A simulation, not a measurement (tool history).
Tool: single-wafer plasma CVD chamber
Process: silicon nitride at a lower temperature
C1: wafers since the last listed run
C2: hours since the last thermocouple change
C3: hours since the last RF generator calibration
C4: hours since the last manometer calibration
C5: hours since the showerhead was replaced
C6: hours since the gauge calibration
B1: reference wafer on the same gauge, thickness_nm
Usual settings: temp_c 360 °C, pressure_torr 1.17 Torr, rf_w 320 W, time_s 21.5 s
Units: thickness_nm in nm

Run 1, day 0.000: usual settings but temp_c 365 °C, time_s 24.1 s; C1 0; C2 2181.3; C3 1333.2; C4 1967.0; C5 3993.6; C6 141.3; B1 19.511. Result: thickness_nm 25.392 nm.
Run 2, day 0.438: usual settings; C1 253; C2 2191.8; C3 1343.7; C4 1977.5; C5 4004.1; C6 151.8; B1 19.508. Result: thickness_nm 22.619 nm.
Run 3, day 0.967: usual settings but time_s 20.0 s; C1 306; C2 2204.5; C3 1356.4; C4 1990.2; C5 4016.8; C6 164.5; B1 19.499. Result: thickness_nm 21.062 nm.
Run 4, day 1.346: usual settings but time_s 20.0 s; C1 219; C2 2213.6; C3 1365.5; C4 1999.3; C5 4025.9; C6 173.6; B1 19.489. Result: thickness_nm 21.125 nm.
Run 5, day 1.867: usual settings; C1 301; C2 2226.1; C3 1378.0; C4 2011.8; C5 4038.4; C6 186.1; B1 19.502. Result: thickness_nm 22.625 nm.
Run 6, day 2.283: usual settings; C1 240; C2 2236.1; C3 1388.0; C4 2021.8; C5 4048.4; C6 196.1; B1 19.491. Result: thickness_nm 22.716 nm.
Run 7, day 2.729: usual settings; C1 257; C2 2246.8; C3 1398.7; C4 2032.5; C5 4059.1; C6 206.8; B1 19.500. Result: thickness_nm 22.679 nm.
Run 8, day 3.204: usual settings; C1 274; C2 2258.2; C3 1410.1; C4 2043.9; C5 4070.5; C6 218.2; B1 19.500. Result: thickness_nm 22.612 nm.
Run 9, day 3.771: usual settings; C1 327; C2 2271.8; C3 1423.7; C4 2057.5; C5 4084.1; C6 231.8; B1 19.495. Result: thickness_nm 22.608 nm.
Run 10, day 4.221: usual settings; C1 260; C2 2282.6; C3 1434.5; C4 2068.3; C5 4094.9; C6 242.6; B1 19.510. Result: thickness_nm 22.585 nm.
Run 11, day 4.896: usual settings; C1 390; C2 2298.8; C3 1450.7; C4 2084.5; C5 4111.1; C6 258.8; B1 19.499. Result: thickness_nm 22.563 nm.
Run 12, day 5.521: usual settings; C1 361; C2 2313.8; C3 1465.7; C4 2099.5; C5 4126.1; C6 273.8; B1 19.496. Result: thickness_nm 22.622 nm.
At day 5.917: thermocouple changed; heater temperature recalibrated.
Run 13, day 5.938: usual settings but temp_c 371 °C, pressure_torr 1.37 Torr, rf_w 380 W, time_s 19.4 s; C1 48; C2 0.5; C3 1475.7; C4 2109.5; C5 4136.1; C6 283.8; B1 19.505. Result: thickness_nm 23.370 nm.
Run 14, day 6.204: usual settings but rf_w 265 W; C1 154; C2 6.9; C3 1482.1; C4 2115.9; C5 4142.5; C6 290.2; B1 19.499. Result: thickness_nm 20.533 nm.
Run 15, day 6.858: usual settings but temp_c 347 °C, pressure_torr 1.09 Torr, time_s 19.4 s; C1 378; C2 22.6; C3 1497.8; C4 2131.6; C5 4158.2; C6 305.9; B1 19.501. Result: thickness_nm 19.980 nm.
Run 16, day 7.521: usual settings but pressure_torr 1.00 Torr, time_s 19.8 s; C1 383; C2 38.5; C3 1513.7; C4 2147.5; C5 4174.1; C6 321.8; B1 19.497. Result: thickness_nm 19.726 nm.
At day 7.958: gauge calibrated.
At day 8.446: capacitance manometer re-zeroed and calibrated.
At day 8.625: showerhead replaced.
Run 17, day 8.646: usual settings; C1 354; C2 65.5; C3 1540.7; C4 4.8; C5 0.5; C6 16.5; B1 19.488. Result: thickness_nm 22.660 nm.
Run 18, day 9.017: usual settings; C1 214; C2 74.4; C3 1549.6; C4 13.7; C5 9.4; C6 25.4; B1 19.495. Result: thickness_nm 22.472 nm.
Run 19, day 9.479: usual settings but temp_c 371 °C, rf_w 340 W, time_s 23.9 s; C1 267; C2 85.5; C3 1560.7; C4 24.8; C5 20.5; C6 36.5; B1 19.495. Result: thickness_nm 25.716 nm.
At day 9.996: RF generator calibrated.
Run 20, day 10.017: usual settings but temp_c 369 °C, rf_w 275 W, time_s 22.7 s; C1 118; C2 98.4; C3 0.5; C4 37.7; C5 33.4; C6 49.4; B1 19.498. Result: thickness_nm 22.940 nm.
Run 21, day 10.442: usual settings; C1 245; C2 108.6; C3 10.7; C4 47.9; C5 43.6; C6 59.6; B1 19.507. Result: thickness_nm 23.479 nm.
Run 22, day 11.079: usual settings but temp_c 364 °C, rf_w 290 W, time_s 18.4 s; C1 368; C2 123.9; C3 26.0; C4 63.2; C5 58.9; C6 74.9; B1 19.502. Result: thickness_nm 19.079 nm.
Run 23, day 12.917: usual settings but rf_w 375 W, time_s 25.6 s; C1 1062; C2 168.0; C3 70.1; C4 107.3; C5 103.0; C6 119.0; B1 19.493. Result: thickness_nm 30.308 nm.
Run 24, day 13.462: usual settings but rf_w 270 W; C1 315; C2 181.1; C3 83.2; C4 120.4; C5 116.1; C6 132.1; B1 19.494. Result: thickness_nm 21.482 nm.
Run 25, day 13.925: usual settings but temp_c 349 °C; C1 267; C2 192.2; C3 94.3; C4 131.5; C5 127.2; C6 143.2; B1 19.487. Result: thickness_nm 23.544 nm.
Run 26, day 14.183: usual settings but pressure_torr 1.03 Torr; C1 149; C2 198.4; C3 100.5; C4 137.7; C5 133.4; C6 149.4; B1 19.503. Result: thickness_nm 22.455 nm.
Run 27, day 14.904: usual settings but temp_c 345 °C, pressure_torr 1.38 Torr; C1 416; C2 215.7; C3 117.8; C4 155.0; C5 150.7; C6 166.7; B1 19.510. Result: thickness_nm 24.831 nm.
Run 28, day 15.429: usual settings but time_s 24.4 s; C1 303; C2 228.3; C3 130.4; C4 167.6; C5 163.3; C6 179.3; B1 19.507. Result: thickness_nm 26.516 nm.
Run 29, day 16.058: usual settings but rf_w 375 W, time_s 25.6 s; C1 363; C2 243.4; C3 145.5; C4 182.7; C5 178.4; C6 194.4; B1 19.501. Result: thickness_nm 30.135 nm.

4 ways to go on from here, each from the tool as it stands after run 29. What would each give?
Run A, day 16.075: usual settings but rf_w 380 W; C1 9; C2 243.8; C3 145.9; C4 183.1; C5 178.8; C6 194.8; B1 ?. Result: thickness_nm ?.
Run B, day 16.075: usual settings but rf_w 300 W; C1 9; C2 243.8; C3 145.9; C4 183.1; C5 178.8; C6 194.8; B1 ?. Result: thickness_nm ?.
Run C, day 16.075: usual settings but pressure_torr 0.94 Torr, time_s 25.3 s; C1 9; C2 243.8; C3 145.9; C4 183.1; C5 178.8; C6 194.8; B1 ?. Result: thickness_nm ?.
Run D, day 16.075: usual settings but temp_c 369 °C, pressure_torr 1.46 Torr, rf_w 370 W, time_s 19.9 s; C1 9; C2 243.8; C3 145.9; C4 183.1; C5 178.8; C6 194.8; B1 ?. Result: thickness_nm ?.

run      B1  thickness_nm
  A  19.508        25.684
  B  19.508        22.766
  C  19.508        25.713
  D  19.508        25.029
Without the tool's hidden state the same runs would have given:
run  thickness_nm
  A        25.936
  B        22.999
  C        25.976
  D        25.275
